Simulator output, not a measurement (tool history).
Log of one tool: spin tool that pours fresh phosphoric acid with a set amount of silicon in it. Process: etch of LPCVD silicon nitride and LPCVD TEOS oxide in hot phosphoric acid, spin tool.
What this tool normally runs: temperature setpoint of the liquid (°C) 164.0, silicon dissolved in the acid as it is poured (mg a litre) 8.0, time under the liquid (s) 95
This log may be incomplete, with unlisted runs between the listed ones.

run,hour,temperature setpoint of the liquid (°C),silicon dissolved in the acid as it is poured (mg a litre),time under the liquid (s),"read-back film thickness of the LPCVD silicon nitride reference wafer, read on the same gauge (nm)","read-back film thickness of the LPCVD TEOS oxide reference wafer, read on the same gauge (nm)",thickness taken off the LPCVD silicon nitride on a monitor wafer (Å),thickness taken off the LPCVD TEOS oxide on a monitor wafer (Å)
1,0.0,162.0,8.0,95,39.31,127.759,87.5,4.07
2,65.0,164.0,8.0,95,39.27,127.666,92.5,5.23
3,99.0,164.0,8.0,95,39.27,127.603,91.9,5.18
4,150.4,164.0,8.0,95,39.24,127.537,93.2,4.87
5,298.0,164.0,8.0,45,39.17,127.278,44.0,2.21
# hour 303.9: dissolved silicon flow meter replaced
6,366.6,164.0,8.0,95,39.15,127.153,93.1,5.18
7,436.2,164.0,8.0,80,39.11,127.042,77.5,4.00
# hour 440.9: thermometer replaced
8,468.5,164.0,8.0,125,39.08,126.981,122.6,6.17
9,521.5,161.0,2.5,95,39.06,126.884,84.5,4.24
# hour 529.6: heated supply line repaired
10,563.7,161.5,12.0,95,39.05,126.846,86.0,3.80
11,613.3,164.0,2.5,65,39.00,126.719,63.2,3.83
12,666.3,165.5,5.0,115,38.96,126.626,117.0,7.37
13,691.5,162.0,14.5,95,38.96,126.610,86.5,3.60
14,754.8,166.0,2.5,95,38.92,126.522,98.0,6.24
15,809.4,165.0,13.0,95,38.88,126.385,95.3,4.82
# hour 822.9: gauge calibrated
16,859.4,161.5,14.0,55,40.00,130.002,50.4,2.04
17,915.4,164.0,2.0,95,39.97,129.922,94.4,6.06
18,962.2,164.0,8.0,110,39.96,129.853,109.2,5.87
19,1022.1,165.5,8.0,95,39.92,129.742,99.8,5.65
20,1076.0,164.0,8.0,95,39.88,129.642,94.4,5.24
21,1135.9,164.0,8.0,95,39.86,129.546,94.5,4.74
22,1185.1,164.0,12.0,125,39.85,129.477,124.0,6.49
23,1222.7,164.0,8.0,95,39.80,129.406,94.4,5.21

Each row is a separate what-if for the run after 23, all from the same tool condition, not one after another. Results?
A,1223.1,164.0,8.0,135,?,?,?,?
B,1223.1,164.0,13.0,95,?,?,?,?
C,1223.1,162.0,8.0,45,?,?,?,?

run,"read-back film thickness of the LPCVD silicon nitride reference wafer, read on the same gauge (nm)","read-back film thickness of the LPCVD TEOS oxide reference wafer, read on the same gauge (nm)",thickness taken off the LPCVD silicon nitride on a monitor wafer (Å),thickness taken off the LPCVD TEOS oxide on a monitor wafer (Å)
A,39.81,129.396,134.4,7.40
B,39.81,129.396,94.6,4.65
C,39.81,129.396,41.9,2.13
Without the tool's hidden state the same runs would have given:
run,thickness taken off the LPCVD silicon nitride on a monitor wafer (Å),thickness taken off the LPCVD TEOS oxide on a monitor wafer (Å)
A,135.0,7.43
B,95.0,4.68
C,42.1,2.14

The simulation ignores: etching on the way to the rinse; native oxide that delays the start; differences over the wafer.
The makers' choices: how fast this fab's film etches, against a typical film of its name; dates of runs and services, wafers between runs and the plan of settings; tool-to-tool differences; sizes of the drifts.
